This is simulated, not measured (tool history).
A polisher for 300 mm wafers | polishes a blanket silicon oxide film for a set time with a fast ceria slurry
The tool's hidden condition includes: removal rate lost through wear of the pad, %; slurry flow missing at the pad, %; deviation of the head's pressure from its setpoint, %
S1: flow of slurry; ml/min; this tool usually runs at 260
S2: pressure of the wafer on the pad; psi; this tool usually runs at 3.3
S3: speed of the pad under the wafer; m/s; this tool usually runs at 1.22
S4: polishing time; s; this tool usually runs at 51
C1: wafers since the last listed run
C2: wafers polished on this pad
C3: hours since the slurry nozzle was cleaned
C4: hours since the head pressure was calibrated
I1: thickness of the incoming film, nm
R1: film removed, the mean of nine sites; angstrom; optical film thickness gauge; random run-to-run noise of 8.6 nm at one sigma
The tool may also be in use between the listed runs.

Run 1, day 0.000: usual settings; C1 0; C2 998; C3 203.6; C4 165.7; I1 3228.5. Result: R1 13044 angstrom.
At day 3.342: worn pad replaced by a new one.
Run 2, day 3.792: usual settings; C1 744; C2 92; C3 294.6; C4 256.7; I1 3237.6. Result: R1 12946 angstrom.
Run 3, day 5.504: usual settings; C1 351; C2 443; C3 335.7; C4 297.8; I1 3181.7. Result: R1 12828 angstrom.
Run 4, day 7.354: usual settings but S1 240 ml/min; C1 379; C2 823; C3 380.1; C4 342.2; I1 3242.9. Result: R1 12805 angstrom.
Run 5, day 10.117: usual settings; C1 567; C2 1391; C3 446.4; C4 408.5; I1 3177.2. Result: R1 12785 angstrom.
Run 6, day 12.621: usual settings but S3 0.92 m/s; C1 514; C2 1905; C3 506.5; C4 468.6; I1 3217.0. Result: R1 9900 angstrom.
At day 12.792: worn pad replaced by a new one.
At day 13.433: head pressure recalibrated.
Run 7, day 15.438: usual settings but S4 59 s; C1 527; C2 525; C3 574.1; C4 48.1; I1 3192.9. Result: R1 15088 angstrom.
Run 8, day 17.575: usual settings; C1 439; C2 964; C3 625.4; C4 99.4; I1 3238.2. Result: R1 12805 angstrom.
Run 9, day 19.254: usual settings but S1 180 ml/min, S2 2.5 psi, S3 0.98 m/s; C1 344; C2 1309; C3 665.7; C4 139.7; I1 3204.4. Result: R1 7585 angstrom.
Run 10, day 21.038: usual settings but S1 175 ml/min, S2 4.3 psi, S3 1.48 m/s, S4 65 s; C1 366; C2 1676; C3 708.5; C4 182.5; I1 3226.0. Result: R1 23631 angstrom.
At day 21.367: worn pad replaced by a new one.
Run 11, day 23.604: usual settings; C1 492; C2 459; C3 770.1; C4 244.1; I1 3217.6. Result: R1 12829 angstrom.
At day 24.058: slurry nozzle cleaned.
Run 12, day 25.346: usual settings but S1 220 ml/min, S2 2.7 psi; C1 349; C2 808; C3 30.9; C4 285.9; I1 3151.8. Result: R1 10766 angstrom.
Run 13, day 29.067: usual settings; C1 764; C2 1573; C3 120.2; C4 375.2; I1 3211.5. Result: R1 13221 angstrom.
At day 29.762: worn pad replaced by a new one.
At day 29.867: head pressure recalibrated.
Run 14, day 31.929: usual settings but S2 2.5 psi, S3 0.84 m/s, S4 58 s; C1 536; C2 428; C3 188.9; C4 49.5; I1 3158.0. Result: R1 8026 angstrom.
Run 15, day 35.546: usual settings but S3 1.52 m/s; C1 742; C2 1171; C3 275.7; C4 136.3; I1 3240.2. Result: R1 15921 angstrom.
At day 36.854: worn pad replaced by a new one.
Run 16, day 38.804: usual settings but S1 290 ml/min, S3 1.60 m/s, S4 63 s; C1 635; C2 400; C3 353.9; C4 214.5; I1 3174.2. Result: R1 21061 angstrom.
Run 17, day 41.304: usual settings; C1 513; C2 913; C3 413.9; C4 274.5; I1 3195.7. Result: R1 12836 angstrom.

Each row is a separate what-if for the run after 17, all from the same tool condition, not one after another. Results?
Run A, day 41.321: usual settings but S3 1.58 m/s; C1 3; C2 917; C3 414.3; C4 274.9; I1 3235.1. Result: R1 ?.
Run B, day 41.321: usual settings but S2 2.3 psi, S4 44 s; C1 3; C2 917; C3 414.3; C4 274.9; I1 3235.1. Result: R1 ?.
Run C, day 41.321: usual settings but S1 200 ml/min, S3 1.04 m/s, S4 42 s; C1 3; C2 917; C3 414.3; C4 274.9; I1 3235.1. Result: R1 ?.
Run D, day 41.321: usual settings but S1 220 ml/min, S2 4.3 psi; C1 3; C2 917; C3 414.3; C4 274.9; I1 3235.1. Result: R1 ?.
Run E, day 41.321: usual settings but S2 2.9 psi, S3 1.56 m/s, S4 34 s; C1 3; C2 917; C3 414.3; C4 274.9; I1 3235.1. Result: R1 ?.

run     R1
  A  16477
  B   7927
  C   8710
  D  16069
  E   9620
The same runs, with their run-to-run variation unchanged, on a tool lacking any hidden condition would have given:
run     R1
  A  17039
  B   8197
  C   9088
  D  16709
  E   9948
